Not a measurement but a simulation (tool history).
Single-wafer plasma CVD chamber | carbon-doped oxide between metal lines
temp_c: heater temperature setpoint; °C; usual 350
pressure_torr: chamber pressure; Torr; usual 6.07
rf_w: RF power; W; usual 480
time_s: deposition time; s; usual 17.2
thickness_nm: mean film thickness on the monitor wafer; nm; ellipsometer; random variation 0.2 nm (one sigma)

| run | hour | temp_c | pressure_torr | rf_w | time_s | wafers since the last listed run | hours since the last thermocouple change | hours since the last RF generator calibration | hours since the last manometer calibration | hours since the showerhead was replaced | hours since the gauge calibration | read-back reference wafer on the same gauge, thickness_nm | thickness_nm |
|---|---|---|---|---|---|---|---|---|---|---|---|---|---|
| 1 | 0 | 350 | 6.07 | 425 | 18 | 0 | 846.5 | 1002.9 | 1440.3 | 8000.1 | 70.6 | 80.624 | 83.893 |
| 2 | 14.7 | 350 | 6.07 | 425 | 18 | 433 | 861.2 | 1017.6 | 1455 | 8014.8 | 85.3 | 80.495 | 83.928 |
|  | 30.5 | capacitance manometer re-zeroed and calibrated |
| 3 | 31 | 350 | 6.07 | 425 | 18 | 244 | 877.5 | 1033.9 | 0.5 | 8031.1 | 101.6 | 80.55 | 84.055 |
| 4 | 34.1 | 350 | 6.07 | 480 | 17.2 | 91 | 880.6 | 1037 | 3.6 | 8034.2 | 104.7 | 80.653 | 92.149 |
|  | 42.2 | showerhead replaced |
| 5 | 42.7 | 350 | 6.07 | 480 | 17.2 | 17 | 889.2 | 1045.6 | 12.2 | 0.5 | 113.3 | 80.634 | 92.035 |
| 6 | 54 | 350 | 6.07 | 480 | 17.2 | 333 | 900.5 | 1056.9 | 23.5 | 11.8 | 124.6 | 80.571 | 92.145 |
| 7 | 69 | 350 | 6.07 | 480 | 17.2 | 442 | 915.5 | 1071.9 | 38.5 | 26.8 | 139.6 | 80.607 | 91.909 |
| 8 | 84.8 | 350 | 6.07 | 480 | 17.2 | 465 | 931.3 | 1087.7 | 54.3 | 42.6 | 155.4 | 80.583 | 91.703 |
| 9 | 94.8 | 350 | 6.07 | 480 | 17.2 | 294 | 941.3 | 1097.7 | 64.3 | 52.6 | 165.4 | 80.613 | 91.394 |
|  | 115.1 | RF generator calibrated |
| 10 | 115.6 | 350 | 7.56 | 480 | 16 | 377 | 962.1 | 0.5 | 85.1 | 73.4 | 186.2 | 80.635 | 89.485 |
| 11 | 142 | 350 | 5.06 | 480 | 17.2 | 778 | 988.5 | 26.9 | 111.5 | 99.8 | 212.6 | 80.582 | 92.714 |
| 12 | 158.4 | 350 | 6.07 | 480 | 17.2 | 483 | 1004.9 | 43.3 | 127.9 | 116.2 | 229 | 80.6 | 94.661 |
| 13 | 171.3 | 350 | 6.07 | 525 | 17.2 | 380 | 1017.8 | 56.2 | 140.8 | 129.1 | 241.9 | 80.6 | 102.969 |
| 14 | 208.7 | 345 | 6.07 | 480 | 17.2 | 1102 | 1055.2 | 93.6 | 178.2 | 166.5 | 279.3 | 80.547 | 96.266 |
| 15 | 223.3 | 350 | 6.07 | 480 | 17.2 | 430 | 1069.8 | 108.2 | 192.8 | 181.1 | 293.9 | 80.649 | 94.593 |
| 16 | 260.5 | 350 | 6.07 | 480 | 17.2 | 1097 | 1107 | 145.4 | 230 | 218.3 | 331.1 | 80.542 | 94.22 |
| 17 | 270.2 | 354 | 6.07 | 480 | 17.2 | 286 | 1116.7 | 155.1 | 239.7 | 228 | 340.8 | 80.587 | 93.528 |
|  | 290.8 | gauge calibrated |
| 18 | 320.3 | 350 | 6.07 | 395 | 17.2 | 1477 | 1166.8 | 205.2 | 289.8 | 278.1 | 29.5 | 80.593 | 74.837 |
|  | 331.2 | thermocouple changed; heater temperature recalibrated |
| 19 | 337.5 | 350 | 6.07 | 480 | 17.2 | 271 | 6.3 | 222.4 | 307 | 295.3 | 46.7 | 80.575 | 95.712 |
| 20 | 354.3 | 350 | 6.07 | 480 | 17.2 | 495 | 23.1 | 239.2 | 323.8 | 312.1 | 63.5 | 80.646 | 95.86 |
| 21 | 362.2 | 359 | 6.07 | 575 | 18.4 | 232 | 31 | 247.1 | 331.7 | 320 | 71.4 | 80.591 | 117.178 |
| 22 | 368.7 | 350 | 6.07 | 480 | 15 | 191 | 37.5 | 253.6 | 338.2 | 326.5 | 77.9 | 80.656 | 83.398 |
| 23 | 385.2 | 350 | 6.07 | 510 | 18.1 | 486 | 54 | 270.1 | 354.7 | 343 | 94.4 | 80.538 | 106.282 |

Forecast run 24:
| 24 | 397.4 | 350 | 6.07 | 480 | 16.1 | 359 | 66.2 | 282.3 | 366.9 | 355.2 | 106.6 | ? | ? |

Run 24 gave read-back reference wafer on the same gauge, thickness_nm 80.612, thickness_nm 89.456 nm.
Without the tool's hidden state the same run would have given thickness_nm 90.303 nm.
